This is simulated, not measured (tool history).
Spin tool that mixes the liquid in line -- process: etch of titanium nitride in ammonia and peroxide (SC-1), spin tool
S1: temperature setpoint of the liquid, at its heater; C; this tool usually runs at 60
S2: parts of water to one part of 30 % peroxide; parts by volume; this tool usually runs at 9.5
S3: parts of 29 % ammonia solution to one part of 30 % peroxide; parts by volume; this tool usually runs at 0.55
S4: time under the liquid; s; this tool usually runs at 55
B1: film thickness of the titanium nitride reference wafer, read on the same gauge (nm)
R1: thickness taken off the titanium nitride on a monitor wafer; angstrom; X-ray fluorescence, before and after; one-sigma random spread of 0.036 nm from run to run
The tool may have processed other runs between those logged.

run 1 day=0 | S1=60 S2=9.5 S3=0.55 S4=55 | B1=110.04 | R1=62.3
run 2 day=1.012 | S1=60 S2=9.5 S3=0.55 S4=55 | B1=109.97 | R1=62.2
run 3 day=2.304 | S1=60 S2=9.5 S3=0.3 S4=55 | B1=109.97 | R1=55.4
run 4 day=3.146 | S1=60 S2=9.5 S3=0.3 S4=55 | B1=109.99 | R1=56.5
-- day=3.788 thermometer replaced
run 5 day=3.808 | S1=60 S2=9.5 S3=0.3 S4=55 | B1=109.98 | R1=61.8
-- day=4.583 new drum of ammonia solution connected
run 6 day=4.746 | S1=60 S2=9.5 S3=0.55 S4=55 | B1=109.97 | R1=69.5
-- day=5.321 thermometer replaced, repeated, since the last time left the tool worse
run 7 day=5.338 | S1=60 S2=11 S3=0.55 S4=55 | B1=110.01 | R1=52.2
run 8 day=6.304 | S1=60 S2=9.5 S3=0.55 S4=55 | B1=109.99 | R1=56.7

Forecast run 9:
-- day=6.479 heated supply line repaired
-- day=7.3 gauge calibrated
run 9 day=7.308 | S1=56 S2=7 S3=0.35 S4=85 | B1=? | R1=?

Logged for run 9: B1 109.99, R1 73.5 angstrom.
Take away the tool's hidden state, keep the run-to-run variation as it was, and the same run would have given R1 72.5 angstrom.
